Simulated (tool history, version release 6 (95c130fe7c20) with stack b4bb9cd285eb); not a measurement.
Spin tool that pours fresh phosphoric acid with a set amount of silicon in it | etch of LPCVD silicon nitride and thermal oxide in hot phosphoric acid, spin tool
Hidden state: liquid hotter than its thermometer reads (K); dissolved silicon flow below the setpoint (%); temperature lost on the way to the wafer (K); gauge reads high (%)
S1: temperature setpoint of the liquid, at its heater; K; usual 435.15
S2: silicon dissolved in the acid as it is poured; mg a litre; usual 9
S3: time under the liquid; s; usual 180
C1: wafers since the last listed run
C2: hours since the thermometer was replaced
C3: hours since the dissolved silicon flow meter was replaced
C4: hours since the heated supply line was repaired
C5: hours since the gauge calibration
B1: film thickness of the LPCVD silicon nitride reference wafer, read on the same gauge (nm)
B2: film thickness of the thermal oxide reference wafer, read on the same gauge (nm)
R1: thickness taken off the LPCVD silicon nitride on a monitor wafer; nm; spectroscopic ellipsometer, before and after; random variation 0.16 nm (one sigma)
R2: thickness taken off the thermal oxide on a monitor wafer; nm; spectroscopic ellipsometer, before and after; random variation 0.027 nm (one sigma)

run 1 hour=0 | S1=435.15 S2=9 S3=180 | C1=0 C2=98.1 C3=147.9 C4=398.5 C5=2029.4 | B1=143.26 B2=85.955 | R1=15.9 R2=0.392
run 2 hour=39.8 | S1=435.15 S2=9 S3=180 | C1=258 C2=137.9 C3=187.7 C4=438.3 C5=2069.2 | B1=143.09 B2=85.877 | R1=15.78 R2=0.397
run 3 hour=106.4 | S1=437.15 S2=15 S3=215 | C1=432 C2=204.5 C3=254.3 C4=504.9 C5=2135.8 | B1=142.89 B2=85.748 | R1=20.04 R2=0.525
run 4 hour=149.2 | S1=435.15 S2=12 S3=260 | C1=277 C2=247.3 C3=297.1 C4=547.7 C5=2178.6 | B1=142.72 B2=85.637 | R1=22.91 R2=0.522
run 5 hour=196.7 | S1=437.65 S2=14 S3=280 | C1=308 C2=294.8 C3=344.6 C4=595.2 C5=2226.1 | B1=142.58 B2=85.545 | R1=27.05 R2=0.708
-- hour=201.9 gauge calibrated
run 6 hour=270 | S1=435.15 S2=9 S3=180 | C1=475 C2=368.1 C3=417.9 C4=668.5 C5=68.1 | B1=150.19 B2=90.107 | R1=16.77 R2=0.441
-- hour=434.5 dissolved silicon flow meter replaced
run 7 hour=468.2 | S1=435.15 S2=11.5 S3=180 | C1=1279 C2=566.3 C3=33.7 C4=866.7 C5=266.3 | B1=149.49 B2=89.687 | R1=16.57 R2=0.418
run 8 hour=527.6 | S1=435.15 S2=9 S3=180 | C1=385 C2=625.7 C3=93.1 C4=926.1 C5=325.7 | B1=149.27 B2=89.565 | R1=16.45 R2=0.477
-- hour=570.1 heated supply line repaired
-- hour=633.7 thermometer replaced
run 9 hour=634.2 | S1=435.15 S2=13 S3=180 | C1=678 C2=0.5 C3=199.7 C4=64.1 C5=432.3 | B1=148.88 B2=89.336 | R1=16.76 R2=0.427
run 10 hour=689.1 | S1=433.65 S2=11.5 S3=150 | C1=356 C2=55.4 C3=254.6 C4=119 C5=487.2 | B1=148.68 B2=89.233 | R1=13.11 R2=0.325
run 11 hour=742.2 | S1=432.65 S2=9 S3=225 | C1=344 C2=108.5 C3=307.7 C4=172.1 C5=540.3 | B1=148.5 B2=89.093 | R1=18.76 R2=0.45
run 12 hour=806.9 | S1=435.15 S2=9 S3=180 | C1=419 C2=173.2 C3=372.4 C4=236.8 C5=605 | B1=148.28 B2=88.944 | R1=16.56 R2=0.39
run 13 hour=899.6 | S1=435.15 S2=9 S3=240 | C1=601 C2=265.9 C3=465.1 C4=329.5 C5=697.7 | B1=147.96 B2=88.757 | R1=22.4 R2=0.626
-- hour=951 dissolved silicon flow meter replaced
run 14 hour=987 | S1=435.15 S2=9 S3=180 | C1=560 C2=353.3 C3=36 C4=416.9 C5=785.1 | B1=147.67 B2=88.586 | R1=16.48 R2=0.421
run 15 hour=1057.9 | S1=435.15 S2=9 S3=205 | C1=460 C2=424.2 C3=106.9 C4=487.8 C5=856 | B1=147.39 B2=88.415 | R1=18.82 R2=0.528
run 16 hour=1155.6 | S1=433.15 S2=14 S3=95 | C1=633 C2=521.9 C3=204.6 C4=585.5 C5=953.7 | B1=147.05 B2=88.244 | R1=8.1 R2=0.172
run 17 hour=1262.1 | S1=437.65 S2=9 S3=180 | C1=691 C2=628.4 C3=311.1 C4=692 C5=1060.2 | B1=146.66 B2=88.001 | R1=17.56 R2=0.534
run 18 hour=1327.3 | S1=433.15 S2=9 S3=180 | C1=423 C2=693.6 C3=376.3 C4=757.2 C5=1125.4 | B1=146.42 B2=87.866 | R1=15.32 R2=0.366
-- hour=1390.4 thermometer replaced
run 19 hour=1390.9 | S1=435.15 S2=6 S3=180 | C1=406 C2=0.5 C3=439.9 C4=820.8 C5=1189 | B1=146.2 B2=87.739 | R1=16.19 R2=0.458
-- hour=1394.7 heated supply line repaired
run 20 hour=1497.5 | S1=435.15 S2=6.5 S3=180 | C1=685 C2=107.1 C3=546.5 C4=102.8 C5=1295.6 | B1=145.83 B2=87.506 | R1=16.6 R2=0.449
run 21 hour=1539.9 | S1=432.65 S2=9 S3=220 | C1=275 C2=149.5 C3=588.9 C4=145.2 C5=1338 | B1=145.69 B2=87.43 | R1=18.11 R2=0.453
-- hour=1589.6 dissolved silicon flow meter replaced
run 22 hour=1645.6 | S1=436.15 S2=9 S3=120 | C1=679 C2=255.2 C3=56 C4=250.9 C5=1443.7 | B1=145.31 B2=87.213 | R1=11.13 R2=0.317
run 23 hour=1709.3 | S1=432.15 S2=11.5 S3=215 | C1=413 C2=318.9 C3=119.7 C4=314.6 C5=1507.4 | B1=145.06 B2=87.056 | R1=17.22 R2=0.403

Some steps in R1 between neighbouring runs. How much of each would the tool show without its hidden state too (settings, what came in, random variation), and how much is left for the hidden state, with any gauge scatter that isn't in both results?
Run 4 -> 5: S1 435.15 -> 437.65, S2 12 -> 14, S3 260 -> 280. R1 +4.14 nm: hidden state -0.25, all else +4.39.
Run 5 -> 6: S1 437.65 -> 435.15, S2 14 -> 9, S3 280 -> 180, gauge calibrated. R1 -10.28 nm: hidden state +1.43, all else -11.71.
Run 15 -> 16: S1 435.15 -> 433.15, S2 9 -> 14, S3 205 -> 95. R1 -10.72 nm: hidden state +0.17, all else -10.89.
